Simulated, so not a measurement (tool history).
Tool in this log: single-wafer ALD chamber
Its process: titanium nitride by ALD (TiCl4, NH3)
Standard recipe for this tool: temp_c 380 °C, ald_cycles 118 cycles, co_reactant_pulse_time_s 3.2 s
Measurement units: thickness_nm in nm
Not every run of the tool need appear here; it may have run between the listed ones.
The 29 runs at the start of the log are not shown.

run	hour	temp_c	ald_cycles	co_reactant_pulse_time_s	wafers since the last listed run	hours since the last thermocouple change	hours since the showerhead was replaced	hours since the gauge calibration	read-back reference wafer on the same gauge, thickness_nm	thickness_nm
30	491.9	395	95	2.28	17	219.7	211	70.8	3.08	2.077
31	502.5	366	118	2.16	22	230.3	221.6	81.4	3.08	2.486
32	519.7	380	104	3.2	37	247.5	238.8	98.6	3.082	2.296
33	531	380	118	3.2	24	258.8	250.1	109.9	3.084	2.596
34	539.5	380	118	3.2	18	267.3	258.6	118.4	3.086	2.599
35	556.7	380	118	3.2	37	284.5	275.8	135.6	3.088	2.604
36	566.8	380	118	3.98	21	294.6	285.9	145.7	3.09	2.622
37	577.6	373	112	4.38	23	305.4	296.7	156.5	3.089	2.497
38	585.1	389	99	3.63	16	312.9	304.2	164	3.09	2.199
39	592.6	391	137	1.96	16	320.4	311.7	171.5	3.092	2.965
40	600.2	380	118	3.2	16	328	319.3	179.1	3.094	2.6

Consider 4 possible next runs. They are alternatives, not a sequence: every one starts from the tool as it was left by run 40. What does each give?
A	600.9	384	118	3.2	1	328.7	320	179.8	?	?
B	600.9	371	118	2.28	1	328.7	320	179.8	?	?
C	600.9	380	128	3.2	1	328.7	320	179.8	?	?
D	600.9	380	107	2.43	1	328.7	320	179.8	?	?

run	read-back reference wafer on the same gauge, thickness_nm	thickness_nm
A	3.093	2.616
B	3.093	2.529
C	3.093	2.831
D	3.093	2.333
Without the tool's unlogged condition, the same runs would have read:
run	thickness_nm
A	2.597
B	2.51
C	2.81
D	2.315
